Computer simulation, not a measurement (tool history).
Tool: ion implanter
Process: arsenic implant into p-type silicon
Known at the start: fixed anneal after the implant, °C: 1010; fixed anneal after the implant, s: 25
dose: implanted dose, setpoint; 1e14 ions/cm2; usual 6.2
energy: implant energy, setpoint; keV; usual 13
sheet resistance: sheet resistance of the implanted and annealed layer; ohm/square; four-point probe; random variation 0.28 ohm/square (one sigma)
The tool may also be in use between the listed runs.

run    hour  dose  energy  wafers since the last listed run  hours since the last dose calibration  hours since the extraction supply was calibrated  hours since the gauge calibration  read-back reference wafer on the same gauge, sheet resistance  sheet resistance
  1       0   6.2      13                                 0                                  435.7                                             991.2                             1403.2                                                         169.98            189.11
  2      61   6.2      13                              1270                                  496.7                                            1052.2                             1464.2                                                         169.99             188.6
  3     149   6.2      13                              1832                                  584.7                                            1140.2                             1552.2                                                         170.01            189.11
  4   249.1   6.2      13                              2084                                  684.8                                            1240.3                             1652.3                                                         169.95            189.22
  5   336.3  7.57      13                              1815                                    772                                            1327.5                             1739.5                                                            170            165.52
  6   406.9   6.2      13                              1469                                  842.6                                            1398.1                             1810.1                                                         169.98            188.98
  7   483.9   6.2     9.5                              1603                                  919.6                                            1475.1                             1887.1                                                         170.04            193.44
  8   567.7   6.2      13                              1744                                 1003.4                                            1558.9                             1970.9                                                         169.98            188.37
  9   638.6   6.2      13                              1476                                 1074.3                                            1629.8                             2041.8                                                         170.01            188.24
 10   685.4   6.2      13                               974                                 1121.1                                            1676.6                             2088.6                                                         170.04             188.2
 11   770.1   6.2      13                              1763                                 1205.8                                            1761.3                             2173.3                                                         170.02            188.37
 12   835.7   6.2      13                              1365                                 1271.4                                            1826.9                             2238.9                                                         169.96            188.08
 13   904.7   5.6      13                              1436                                 1340.4                                            1895.9                             2307.9                                                         169.99            201.81
 14   998.2   5.6      13                              1946                                 1433.9                                            1989.4                             2401.4                                                         169.95            201.81
 15  1093.8   5.6      13                              1990                                 1529.5                                              2085                               2497                                                         169.97            201.88
 16  1192.1  6.69    11.5                              2046                                 1627.8                                            2183.3                             2595.3                                                         169.97            180.44
 17  1257.1  5.17      17                              1353                                 1692.8                                            2248.3                             2660.3                                                         170.03            207.72
     1408.2  -- gauge calibrated
 18  1578.7   6.2      13                              6696                                 2014.4                                            2569.9                              170.5                                                         170.04            187.91
     1662.5  -- extraction supply calibrated
 19    1663  7.07    10.5                              1588                                 2098.7                                               0.5                              254.8                                                         170.04            174.71
 20  1759.9   6.2      13                              2017                                 2195.6                                              97.4                              351.7                                                         170.05            187.14
     1781.1  -- Faraday cup replaced and dose calibrated
 21  1857.5   6.2      13                              1865                                   76.4                                               195                              449.3                                                         169.98            189.72
 22  1960.8  5.25    16.5                              2150                                  179.7                                             298.3                              552.6                                                         170.03            207.79
 23  2016.8  4.58      11                              1165                                  235.7                                             354.3                              608.6                                                         170.08            239.04
 24  2061.3   6.2      13                               926                                  280.2                                             398.8                              653.1                                                         169.98            189.28
 25  2139.5   6.2      13                              1628                                  358.4                                               477                              731.3                                                         170.09            189.92
 26  2226.2   6.2    16.5                              1805                                  445.1                                             563.7                                818                                                         169.98            184.25
 27    2292   6.2      13                              1370                                  510.9                                             629.5                              883.8                                                         169.95            189.06
 28  2391.3  7.33      13                              2067                                  610.2                                             728.8                              983.1                                                         169.98            169.01
 29  2448.1  7.82    10.5                              1182                                    667                                             785.6                             1039.9                                                         169.95            165.91
 30  2562.6   6.2      13                              2383                                  781.5                                             900.1                             1154.4                                                         169.96            189.16
 31  2632.3  6.95    11.5                              1451                                  851.2                                             969.8                             1224.1                                                         170.05            176.85
 32  2700.1  5.02    16.5                              1411                                    919                                            1037.6                             1291.9                                                         170.06            213.64
 33  2802.4   6.2      10                              2129                                 1021.3                                            1139.9                             1394.2                                                         170.05            193.12
 34    2906  6.89      16                              2157                                 1124.9                                            1243.5                             1497.8                                                         169.99            171.31
 35  2957.2  5.43     9.5                              1066                                 1176.1                                            1294.7                               1549                                                         169.99            212.55
 36  3064.1  7.37    15.5                              2225                                   1283                                            1401.6                             1655.9                                                         170.01             164.1
 37  3164.6   6.2      13                              2092                                 1383.5                                            1502.1                             1756.4                                                            170            188.15
 38  3248.7   6.2      13                              1751                                 1467.6                                            1586.2                             1840.5                                                         169.94            188.79

3 ways to go on from here, each from the tool as it stands after run 38. What would each give?
  A  3249.1   6.2      13                                 8                                   1468                                            1586.6                             1840.9                                                              ?                 ?
  B  3249.1   4.7      16                                 8                                   1468                                            1586.6                             1840.9                                                              ?                 ?
  C  3249.1  5.23    16.5                                 8                                   1468                                            1586.6                             1840.9                                                              ?                 ?

run  read-back reference wafer on the same gauge, sheet resistance  sheet resistance
  A                                                         170.03            187.65
  B                                                         170.03            223.98
  C                                                         170.03            206.41
Without the tool's hidden state the same runs would have given:
run  sheet resistance
  A            189.28
  B            226.05
  C             208.3

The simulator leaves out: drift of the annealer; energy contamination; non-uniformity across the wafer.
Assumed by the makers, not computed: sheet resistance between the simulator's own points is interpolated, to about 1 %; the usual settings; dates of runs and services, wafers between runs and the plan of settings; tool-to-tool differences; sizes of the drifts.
